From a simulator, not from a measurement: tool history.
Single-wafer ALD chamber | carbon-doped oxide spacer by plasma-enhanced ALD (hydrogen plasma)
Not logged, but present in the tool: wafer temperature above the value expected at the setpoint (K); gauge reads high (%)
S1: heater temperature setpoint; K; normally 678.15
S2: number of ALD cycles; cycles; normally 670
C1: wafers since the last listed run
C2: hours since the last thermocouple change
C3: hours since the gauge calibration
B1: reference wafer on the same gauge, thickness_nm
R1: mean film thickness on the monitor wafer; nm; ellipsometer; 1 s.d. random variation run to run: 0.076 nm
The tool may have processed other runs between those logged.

run	day	S1	S2	C1	C2	C3	B1	R1
1	0	688.15	670	0	2220.8	221.1	27.898	29.119
2	1.533	688.15	670	26	2257.6	257.9	27.868	29.137
3	3.604	688.15	670	36	2307.3	307.6	27.799	29.128
4	5.217	678.15	670	28	2346	346.3	27.767	30.119
5	6.242	685.15	603	17	2370.6	370.9	27.711	26.508
# day 7.625: thermocouple changed; heater temperature recalibrated
6	7.696	685.15	603	19	1.7	405.8	27.685	26.482
7	9.342	685.15	603	28	41.2	445.3	27.556	26.347
8	11.225	678.15	670	32	86.4	490.5	27.488	29.886
# day 12.404: gauge calibrated
9	14.208	678.15	670	52	158	43.3	27.955	30.394
10	16.575	692.15	608	41	214.8	100.1	27.954	26.23
11	19.146	690.15	670	44	276.5	161.8	27.921	29.003
12	20.725	669.15	538	27	314.4	199.7	27.879	24.712
13	22.683	678.15	604	34	361.4	246.7	27.836	27.198
14	25.125	668.15	634	42	420	305.3	27.736	28.992

Alternative continuations, all from the tool just after run 14; predict every row:
A	25.183	678.15	670	1	421.4	306.7	?	?
B	25.183	683.15	670	1	421.4	306.7	?	?
C	25.183	668.15	579	1	421.4	306.7	?	?

run	B1	R1
A	27.775	30.108
B	27.775	29.585
C	27.775	26.415
The same runs, with their run-to-run variation unchanged, on a tool lacking any hidden condition would have given:
run	R1
A	30.353
B	29.826
C	26.63
